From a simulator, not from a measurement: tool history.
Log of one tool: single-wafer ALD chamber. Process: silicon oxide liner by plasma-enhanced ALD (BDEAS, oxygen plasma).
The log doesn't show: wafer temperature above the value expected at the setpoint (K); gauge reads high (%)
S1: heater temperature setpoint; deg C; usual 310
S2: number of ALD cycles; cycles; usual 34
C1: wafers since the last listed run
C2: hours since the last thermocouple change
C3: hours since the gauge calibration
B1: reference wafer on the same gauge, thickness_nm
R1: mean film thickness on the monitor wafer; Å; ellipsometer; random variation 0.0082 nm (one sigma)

run 1 hour=0 | S1=310 S2=39 | C1=0 C2=504.3 C3=325.5 | B1=3.047 | R1=37.6
run 2 hour=52.4 | S1=310 S2=39 | C1=381 C2=556.7 C3=377.9 | B1=3.05 | R1=37.56
run 3 hour=79.8 | S1=310 S2=39 | C1=199 C2=584.1 C3=405.3 | B1=3.055 | R1=37.66
run 4 hour=137.7 | S1=302 S2=34 | C1=421 C2=642 C3=463.2 | B1=3.052 | R1=33.2
run 5 hour=176.2 | S1=310 S2=34 | C1=280 C2=680.5 C3=501.7 | B1=3.053 | R1=32.79
run 6 hour=224.4 | S1=310 S2=34 | C1=350 C2=728.7 C3=549.9 | B1=3.054 | R1=32.84
run 7 hour=259.9 | S1=315 S2=34 | C1=258 C2=764.2 C3=585.4 | B1=3.058 | R1=32.74
run 8 hour=315.5 | S1=315 S2=34 | C1=404 C2=819.8 C3=641 | B1=3.058 | R1=32.61
run 9 hour=425.7 | S1=315 S2=34 | C1=802 C2=930 C3=751.2 | B1=3.068 | R1=32.59
run 10 hour=456.7 | S1=310 S2=34 | C1=225 C2=961 C3=782.2 | B1=3.067 | R1=32.96
run 11 hour=499 | S1=310 S2=34 | C1=307 C2=1003.3 C3=824.5 | B1=3.07 | R1=33.02
run 12 hour=529.6 | S1=310 S2=34 | C1=222 C2=1033.9 C3=855.1 | B1=3.071 | R1=32.94
run 13 hour=572.8 | S1=310 S2=34 | C1=314 C2=1077.1 C3=898.3 | B1=3.075 | R1=32.96
run 14 hour=622.6 | S1=310 S2=34 | C1=362 C2=1126.9 C3=948.1 | B1=3.078 | R1=33.02
run 15 hour=650.3 | S1=310 S2=34 | C1=201 C2=1154.6 C3=975.8 | B1=3.078 | R1=33.1
run 16 hour=687 | S1=310 S2=34 | C1=267 C2=1191.3 C3=1012.5 | B1=3.078 | R1=33.13
-- hour=703.2 gauge calibrated
run 17 hour=712 | S1=302 S2=31 | C1=181 C2=1216.3 C3=8.8 | B1=3.052 | R1=30.26
run 18 hour=781.7 | S1=316 S2=29 | C1=507 C2=1286 C3=78.5 | B1=3.052 | R1=27.63
-- hour=817.1 thermocouple changed; heater temperature recalibrated
run 19 hour=846.2 | S1=295 S2=34 | C1=411 C2=29.1 C3=143 | B1=3.052 | R1=33.79
run 20 hour=911.8 | S1=323 S2=30 | C1=477 C2=94.7 C3=208.6 | B1=3.051 | R1=28.32
run 21 hour=947.1 | S1=323 S2=30 | C1=256 C2=130 C3=243.9 | B1=3.055 | R1=28.47
run 22 hour=981.9 | S1=295 S2=34 | C1=253 C2=164.8 C3=278.7 | B1=3.057 | R1=33.61
run 23 hour=1051.7 | S1=299 S2=34 | C1=508 C2=234.6 C3=348.5 | B1=3.058 | R1=33.35
run 24 hour=1117.3 | S1=319 S2=28 | C1=477 C2=300.2 C3=414.1 | B1=3.057 | R1=26.89
run 25 hour=1161.2 | S1=305 S2=36 | C1=319 C2=344.1 C3=458 | B1=3.064 | R1=35.15
run 26 hour=1187.5 | S1=299 S2=38 | C1=191 C2=370.4 C3=484.3 | B1=3.057 | R1=37.2
run 27 hour=1216.9 | S1=310 S2=28 | C1=214 C2=399.8 C3=513.7 | B1=3.063 | R1=27.14
run 28 hour=1287.5 | S1=317 S2=27 | C1=513 C2=470.4 C3=584.3 | B1=3.062 | R1=25.92
run 29 hour=1349.1 | S1=323 S2=38 | C1=448 C2=532 C3=645.9 | B1=3.069 | R1=36.21
run 30 hour=1409.7 | S1=322 S2=36 | C1=441 C2=592.6 C3=706.5 | B1=3.073 | R1=34.36
run 31 hour=1468.1 | S1=321 S2=39 | C1=425 C2=651 C3=764.9 | B1=3.074 | R1=37.22

Forecast each of these 5 alternatives for the next run:
run A hour=1468.5 | S1=310 S2=36 | C1=2 C2=651.4 C3=765.3 | B1=? | R1=?
run B hour=1468.5 | S1=310 S2=30 | C1=2 C2=651.4 C3=765.3 | B1=? | R1=?
run C hour=1468.5 | S1=310 S2=40 | C1=2 C2=651.4 C3=765.3 | B1=? | R1=?
run D hour=1468.5 | S1=323 S2=39 | C1=2 C2=651.4 C3=765.3 | B1=? | R1=?
run E hour=1468.5 | S1=317 S2=34 | C1=2 C2=651.4 C3=765.3 | B1=? | R1=?

run=A B1=3.074 R1=35.01
run=B B1=3.074 R1=29.17
run=C B1=3.074 R1=38.9
run=D B1=3.074 R1=37.31
run=E B1=3.074 R1=32.77
Without the tool's hidden state the same runs would have given:
run=A R1=34.74
run=B R1=28.95
run=C R1=38.6
run=D R1=37.03
run=E R1=32.53
